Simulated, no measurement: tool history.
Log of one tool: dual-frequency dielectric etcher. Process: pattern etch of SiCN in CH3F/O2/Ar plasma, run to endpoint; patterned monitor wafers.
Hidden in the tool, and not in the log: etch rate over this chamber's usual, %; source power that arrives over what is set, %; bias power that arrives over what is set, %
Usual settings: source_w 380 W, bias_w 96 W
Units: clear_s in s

run,hour,source_w,bias_w,wafers since the last listed run,hours since the last wet clean,hours since the last source power generator calibration,hours since the last bias power generator calibration,hours since the last upper electrode change,"incoming incoming film thickness, nm",clear_s
1,0,380,96,0,197.8,1240.4,2572.2,4184.8,11.32,30.6
2,70.3,380,96,1013,268.1,1310.7,2642.5,4255.1,11.4,30.5
3,138.5,380,96,982,336.3,1378.9,2710.7,4323.3,11.3,30.1
4,227.3,320,96,1279,425.1,1467.7,2799.5,4412.1,11.45,31.9
# hour 264.2: wet clean of the chamber
5,291.7,320,96,582,27.5,1532.1,2863.9,4476.5,11.42,32.9
6,386.7,380,111,1369,122.5,1627.1,2958.9,4571.5,11.46,29.9
7,432.7,380,111,662,168.5,1673.1,3004.9,4617.5,11.41,29.8
8,470.5,380,111,544,206.3,1710.9,3042.7,4655.3,11.48,29.3
9,565.2,380,96,1364,301,1805.6,3137.4,4750,11.38,30.1
10,672.1,380,96,1540,407.9,1912.5,3244.3,4856.9,11.43,29.9
# hour 729: upper electrode replaced
11,729.5,380,96,481,465.3,1969.9,3301.7,0.5,11.37,29.8
# hour 789.5: wet clean of the chamber
12,794.6,380,96,592,5.1,2035,3366.8,65.6,11.5,31.4
13,845.1,380,96,727,55.6,2085.5,3417.3,116.1,11.33,30.9
14,931.9,290,89,1250,142.4,2172.3,3504.1,202.9,11.51,34.7
15,984.6,300,79,759,195.1,2225,3556.8,255.6,11.42,35.4
16,1034.8,460,96,723,245.3,2275.2,3607,305.8,11.36,28.2
17,1112.4,440,105,1118,322.9,2352.8,3684.6,383.4,11.42,28.1
# hour 1148.2: bias power generator calibrated
18,1163.1,380,75,672,373.6,2403.5,14.9,434.1,11.35,31.5
# hour 1231.2: wet clean of the chamber
19,1412.4,330,72,3246,181.2,2652.8,264.2,683.4,11.45,35.1
# hour 1417.2: source power generator calibrated
20,1483.2,440,105,962,252,66,335,754.2,11.42,28.5
21,1561.2,330,75,1124,330,144,413,832.2,11.33,33.8
22,1636.7,340,103,1087,405.5,219.5,488.5,907.7,11.44,30.9
# hour 1716.7: wet clean of the chamber
23,1717.2,380,96,814,0.5,300,569,988.2,11.34,31.2
24,1784.6,380,96,971,67.9,367.4,636.4,1055.6,11.37,30.9
25,1825.5,380,96,589,108.8,408.3,677.3,1096.5,11.41,31
26,1870.6,440,96,649,153.9,453.4,722.4,1141.6,11.41,29.3

Hidden state or all else? Some run-to-run changes of clear_s, split into what the settings, what came in and random variation would give without the hidden state, and what is left for the hidden state (with any gauge scatter that isn't in both results):
Run 11 -> 12: wet clean of the chamber. clear_s +1.6 s: hidden state +1.5, all else +0.1.
Run 15 -> 16: source_w 300 -> 460, bias_w 79 -> 96. clear_s -7.2 s: hidden state +0, all else -7.2.
Run 19 -> 20: source_w 330 -> 440, bias_w 72 -> 105, source power generator calibrated. clear_s -6.6 s: hidden state -0.1, all else -6.5.
Run 22 -> 23: source_w 340 -> 380, bias_w 103 -> 96, wet clean of the chamber. clear_s +0.3 s: hidden state +1.2, all else -0.9.
